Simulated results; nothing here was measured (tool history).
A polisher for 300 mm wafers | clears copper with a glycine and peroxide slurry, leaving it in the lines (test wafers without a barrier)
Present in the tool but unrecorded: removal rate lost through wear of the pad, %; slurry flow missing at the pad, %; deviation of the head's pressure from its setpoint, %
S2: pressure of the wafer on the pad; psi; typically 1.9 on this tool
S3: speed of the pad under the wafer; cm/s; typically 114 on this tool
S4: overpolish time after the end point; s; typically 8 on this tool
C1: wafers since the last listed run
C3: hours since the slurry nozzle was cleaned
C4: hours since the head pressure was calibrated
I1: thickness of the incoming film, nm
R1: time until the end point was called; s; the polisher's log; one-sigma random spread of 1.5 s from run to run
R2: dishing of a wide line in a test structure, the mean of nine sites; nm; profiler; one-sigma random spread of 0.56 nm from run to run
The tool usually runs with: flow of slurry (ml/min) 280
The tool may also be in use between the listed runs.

Run 1, hour 0.0: usual settings; C1 0; wafers polished on this pad 1077; C3 207.4; C4 1287.3; I1 487.7. Result: R1 118.1 s, R2 23.1 nm.
At hour 4.2: slurry nozzle cleaned.
Run 2, hour 17.1: usual settings; C1 119; wafers polished on this pad 1197; C3 12.9; C4 1304.4; I1 473.6. Result: R1 102.6 s, R2 24.9 nm.
At hour 23.2: worn pad replaced by a new one.
Run 3, hour 31.5: usual settings; C1 77; wafers polished on this pad 61; C3 27.3; C4 1318.8; I1 483.9. Result: R1 109.4 s, R2 23.9 nm.
Run 4, hour 40.1: usual settings but flow of slurry (ml/min) 330; C1 64; wafers polished on this pad 125; C3 35.9; C4 1327.4; I1 481.4. Result: R1 108.3 s, R2 25.1 nm.
Run 5, hour 54.6: usual settings; C1 107; wafers polished on this pad 233; C3 50.4; C4 1341.9; I1 480.4. Result: R1 111.6 s, R2 23.8 nm.
Run 6, hour 70.2: usual settings; C1 116; wafers polished on this pad 349; C3 66.0; C4 1357.5; I1 478.4. Result: R1 112.8 s, R2 23.6 nm.
Run 7, hour 83.9: usual settings; C1 101; wafers polished on this pad 451; C3 79.7; C4 1371.2; I1 480.5. Result: R1 112.1 s, R2 22.9 nm.
Run 8, hour 93.0: usual settings; C1 67; wafers polished on this pad 519; C3 88.8; C4 1380.3; I1 475.9. Result: R1 111.1 s, R2 23.9 nm.
Run 9, hour 110.5: usual settings but S3 90 cm/s; C1 130; wafers polished on this pad 649; C3 106.3; C4 1397.8; I1 472.8. Result: R1 133.6 s, R2 20.4 nm.
Run 10, hour 124.4: usual settings; C1 103; wafers polished on this pad 752; C3 120.2; C4 1411.7; I1 477.1. Result: R1 115.7 s, R2 23.4 nm.
Run 11, hour 134.2: usual settings; C1 72; wafers polished on this pad 825; C3 130.0; C4 1421.5; I1 480.1. Result: R1 113.8 s, R2 22.7 nm.
Run 12, hour 143.6: usual settings but flow of slurry (ml/min) 315; C1 69; wafers polished on this pad 895; C3 139.4; C4 1430.9; I1 475.1. Result: R1 110.4 s, R2 23.0 nm.
Run 13, hour 150.1: usual settings but flow of slurry (ml/min) 315; C1 48; wafers polished on this pad 944; C3 145.9; C4 1437.4; I1 477.6. Result: R1 109.6 s, R2 23.5 nm.
Run 14, hour 163.6: usual settings but flow of slurry (ml/min) 315; C1 100; wafers polished on this pad 1044; C3 159.4; C4 1450.9; I1 481.5. Result: R1 113.1 s, R2 23.7 nm.
At hour 171.0: head pressure recalibrated.
Run 15, hour 177.3: usual settings; C1 87; wafers polished on this pad 1131; C3 173.1; C4 6.3; I1 472.9. Result: R1 112.8 s, R2 23.1 nm.
Run 16, hour 183.4: usual settings; C1 45; wafers polished on this pad 1177; C3 179.2; C4 12.4; I1 479.4. Result: R1 115.6 s, R2 23.3 nm.
Run 17, hour 191.0: usual settings; C1 56; wafers polished on this pad 1233; C3 186.8; C4 20.0; I1 474.0. Result: R1 113.3 s, R2 23.0 nm.
Run 18, hour 207.4: usual settings but S4 12 s; C1 122; wafers polished on this pad 1355; C3 203.2; C4 36.4; I1 474.5. Result: R1 112.6 s, R2 32.6 nm.
At hour 211.3: slurry nozzle cleaned.
At hour 227.6: worn pad replaced by a new one.
Run 19, hour 228.1: usual settings but flow of slurry (ml/min) 200, S2 1.3 psi, S3 74 cm/s, S4 11 s; C1 116; wafers polished on this pad 4; C3 16.8; C4 57.1; I1 487.2. Result: R1 182.2 s, R2 20.8 nm.
Run 20, hour 236.9: usual settings but flow of slurry (ml/min) 340, S2 2.5 psi; C1 65; wafers polished on this pad 69; C3 25.6; C4 65.9; I1 475.6. Result: R1 86.5 s, R2 29.2 nm.
Run 21, hour 246.6: usual settings but flow of slurry (ml/min) 335, S2 1.5 psi, S4 4 s; C1 72; wafers polished on this pad 141; C3 35.3; C4 75.6; I1 481.0. Result: R1 118.7 s, R2 11.9 nm.
Run 22, hour 257.5: usual settings; C1 81; wafers polished on this pad 222; C3 46.2; C4 86.5; I1 475.7. Result: R1 105.1 s, R2 25.1 nm.
Run 23, hour 267.0: usual settings but flow of slurry (ml/min) 345, S3 130 cm/s, S4 12 s; C1 70; wafers polished on this pad 293; C3 55.7; C4 96.0; I1 478.6. Result: R1 95.5 s, R2 38.2 nm.
Run 24, hour 281.3: usual settings; C1 106; wafers polished on this pad 399; C3 70.0; C4 110.3; I1 481.4. Result: R1 110.0 s, R2 23.1 nm.
Run 25, hour 287.6: usual settings but S3 104 cm/s; C1 46; wafers polished on this pad 446; C3 76.3; C4 116.6; I1 481.3. Result: R1 115.7 s, R2 22.4 nm.
Run 26, hour 294.2: usual settings but flow of slurry (ml/min) 305, S2 2.3 psi; C1 49; wafers polished on this pad 495; C3 82.9; C4 123.2; I1 477.1. Result: R1 97.7 s, R2 26.7 nm.
Run 27, hour 302.0: usual settings but S2 1.6 psi, S3 126 cm/s; C1 58; wafers polished on this pad 554; C3 90.7; C4 131.0; I1 482.3. Result: R1 112.2 s, R2 24.0 nm.
Run 28, hour 317.5: usual settings; C1 115; wafers polished on this pad 669; C3 106.2; C4 146.5; I1 487.6. Result: R1 111.3 s, R2 23.7 nm.
Run 29, hour 334.3: usual settings but S3 146 cm/s, S4 5 s; C1 125; wafers polished on this pad 794; C3 123.0; C4 163.3; I1 479.2. Result: R1 92.2 s, R2 18.8 nm.
Run 30, hour 340.7: usual settings but flow of slurry (ml/min) 185, S4 4 s; C1 47; wafers polished on this pad 842; C3 129.4; C4 169.7; I1 482.8. Result: R1 123.6 s, R2 11.6 nm.
Run 31, hour 357.9: usual settings but S2 1.3 psi, S3 80 cm/s; C1 128; wafers polished on this pad 970; C3 146.6; C4 186.9; I1 475.5. Result: R1 168.9 s, R2 15.9 nm.
Run 32, hour 373.1: usual settings but flow of slurry (ml/min) 200; C1 113; wafers polished on this pad 1083; C3 161.8; C4 202.1; I1 470.8. Result: R1 118.0 s, R2 21.5 nm.
Run 33, hour 379.4: usual settings but S2 2.3 psi; C1 46; wafers polished on this pad 1130; C3 168.1; C4 208.4; I1 480.8. Result: R1 102.4 s, R2 25.2 nm.
At hour 391.6: worn pad replaced by a new one.
At hour 397.1: slurry nozzle cleaned.
Run 34, hour 397.6: usual settings; C1 98; wafers polished on this pad 37; C3 0.5; C4 226.6; I1 473.6. Result: R1 104.1 s, R2 26.1 nm.
Run 35, hour 405.4: usual settings but flow of slurry (ml/min) 370, S3 138 cm/s; C1 58; wafers polished on this pad 95; C3 8.3; C4 234.4; I1 470.2. Result: R1 87.3 s, R2 29.4 nm.

Difference, measured minus no-hidden-state, one row per run. Run-to-run variation is common to both terms; the gauge's own scatter need not be:
run     R1    R2
  1  +11.2  -2.1
  2   +2.1  -0.5
  3   +3.5  -0.7
  4   +3.6  -0.7
  5   +5.4  -1.1
  6   +6.6  -1.3
  7   +7.5  -1.5
  8   +7.9  -1.6
  9  +10.6  -1.6
 10   +9.8  -1.9
 11  +10.1  -1.9
 12   +9.0  -1.8
 13   +9.1  -1.8
 14   +9.8  -2.0
 15  +11.2  -2.2
 16  +11.6  -2.2
 17  +11.5  -2.3
 18  +11.7  -3.1
 19   +3.6  -0.4
 20   +1.4  -0.4
 21   +2.5  -0.2
 22   +3.4  -0.7
 23   +2.9  -1.0
 24   +5.0  -1.0
 25   +5.5  -1.0
 26   +4.6  -1.2
 27   +6.0  -1.1
 28   +6.7  -1.3
 29   +5.9  -1.2
 30  +12.4  -1.2
 31  +11.9  -1.1
 32  +12.0  -2.2
 33   +7.6  -1.7
 34   +0.8  -0.2
 35   +0.8  -0.3
